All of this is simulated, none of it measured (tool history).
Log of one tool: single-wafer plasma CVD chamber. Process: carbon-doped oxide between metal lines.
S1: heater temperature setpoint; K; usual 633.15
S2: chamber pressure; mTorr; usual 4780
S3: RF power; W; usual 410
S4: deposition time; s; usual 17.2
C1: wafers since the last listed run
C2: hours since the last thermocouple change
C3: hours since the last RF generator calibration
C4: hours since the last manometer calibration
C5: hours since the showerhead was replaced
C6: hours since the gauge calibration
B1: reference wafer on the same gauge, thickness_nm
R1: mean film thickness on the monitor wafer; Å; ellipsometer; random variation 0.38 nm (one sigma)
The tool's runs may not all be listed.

{"run": 1, "hour": 0.0, "S1": 633.15, "S2": 4780, "S3": 355, "S4": 17.2, "C1": 0, "C2": 1715.5, "C3": 863.8, "C4": 1346.2, "C5": 5055.4, "C6": 376.3, "B1": 71.068, "R1": 704.61}
{"run": 2, "hour": 34.7, "S1": 633.15, "S2": 4780, "S3": 410, "S4": 17.2, "C1": 1037, "C2": 1750.2, "C3": 898.5, "C4": 1380.9, "C5": 5090.1, "C6": 411.0, "B1": 70.998, "R1": 777.28}
{"run": 3, "hour": 67.1, "S1": 633.15, "S2": 4780, "S3": 410, "S4": 17.2, "C1": 969, "C2": 1782.6, "C3": 930.9, "C4": 1413.3, "C5": 5122.5, "C6": 443.4, "B1": 70.944, "R1": 771.85}
{"run": 4, "hour": 102.9, "S1": 633.15, "S2": 4780, "S3": 410, "S4": 17.2, "C1": 1070, "C2": 1818.4, "C3": 966.7, "C4": 1449.1, "C5": 5158.3, "C6": 479.2, "B1": 71.01, "R1": 769.84}
{"run": 5, "hour": 126.0, "S1": 641.15, "S2": 4780, "S3": 410, "S4": 15.1, "C1": 690, "C2": 1841.5, "C3": 989.8, "C4": 1472.2, "C5": 5181.4, "C6": 502.3, "B1": 71.016, "R1": 668.7}
{"run": 6, "hour": 151.5, "S1": 633.15, "S2": 4780, "S3": 370, "S4": 19.9, "C1": 762, "C2": 1867.0, "C3": 1015.3, "C4": 1497.7, "C5": 5206.9, "C6": 527.8, "B1": 71.146, "R1": 843.79}
{"run": 7, "hour": 165.8, "S1": 633.15, "S2": 4780, "S3": 370, "S4": 19.9, "C1": 427, "C2": 1881.3, "C3": 1029.6, "C4": 1512.0, "C5": 5221.2, "C6": 542.1, "B1": 70.952, "R1": 831.86}
{"run": 8, "hour": 184.9, "S1": 639.15, "S2": 4780, "S3": 410, "S4": 17.2, "C1": 571, "C2": 1900.4, "C3": 1048.7, "C4": 1531.1, "C5": 5240.3, "C6": 561.2, "B1": 70.99, "R1": 769.13}
{"hour": 194.8, "done": "capacitance manometer re-zeroed and calibrated"}
{"run": 9, "hour": 206.6, "S1": 639.15, "S2": 4780, "S3": 410, "S4": 17.2, "C1": 409, "C2": 1922.1, "C3": 1070.4, "C4": 11.8, "C5": 5262.0, "C6": 582.9, "B1": 70.964, "R1": 765.24}
{"run": 10, "hour": 225.8, "S1": 633.15, "S2": 4780, "S3": 375, "S4": 17.2, "C1": 574, "C2": 1941.3, "C3": 1089.6, "C4": 31.0, "C5": 5281.2, "C6": 602.1, "B1": 71.082, "R1": 734.96}
{"run": 11, "hour": 245.7, "S1": 624.15, "S2": 4780, "S3": 410, "S4": 17.2, "C1": 595, "C2": 1961.2, "C3": 1109.5, "C4": 50.9, "C5": 5301.1, "C6": 622.0, "B1": 70.873, "R1": 787.86}
{"run": 12, "hour": 276.3, "S1": 624.15, "S2": 4780, "S3": 410, "S4": 17.2, "C1": 915, "C2": 1991.8, "C3": 1140.1, "C4": 81.5, "C5": 5331.7, "C6": 652.6, "B1": 71.011, "R1": 790.31}
{"hour": 302.3, "done": "RF generator calibrated"}
{"run": 13, "hour": 302.8, "S1": 646.15, "S2": 5260, "S3": 485, "S4": 15.4, "C1": 553, "C2": 2018.3, "C3": 0.5, "C4": 108.0, "C5": 5358.2, "C6": 679.1, "B1": 70.984, "R1": 809.04}
{"run": 14, "hour": 309.5, "S1": 633.15, "S2": 4780, "S3": 360, "S4": 17.2, "C1": 200, "C2": 2025.0, "C3": 7.2, "C4": 114.7, "C5": 5364.9, "C6": 685.8, "B1": 71.095, "R1": 754.62}
{"run": 15, "hour": 341.8, "S1": 633.15, "S2": 4780, "S3": 375, "S4": 17.2, "C1": 966, "C2": 2057.3, "C3": 39.5, "C4": 147.0, "C5": 5397.2, "C6": 718.1, "B1": 70.935, "R1": 766.99}

The next listed run, before its measurement:
{"hour": 354.7, "done": "showerhead replaced, of another model than before"}
{"run": 16, "hour": 355.2, "S1": 619.15, "S2": 4110, "S3": 410, "S4": 17.2, "C1": 161, "C2": 2070.7, "C3": 52.9, "C4": 160.4, "C5": 0.5, "C6": 731.5, "B1": "?", "R1": "?"}

B1: 70.936
R1: 840.29 Å
Without the tool's hidden state the same run would have given R1 845.32 Å.

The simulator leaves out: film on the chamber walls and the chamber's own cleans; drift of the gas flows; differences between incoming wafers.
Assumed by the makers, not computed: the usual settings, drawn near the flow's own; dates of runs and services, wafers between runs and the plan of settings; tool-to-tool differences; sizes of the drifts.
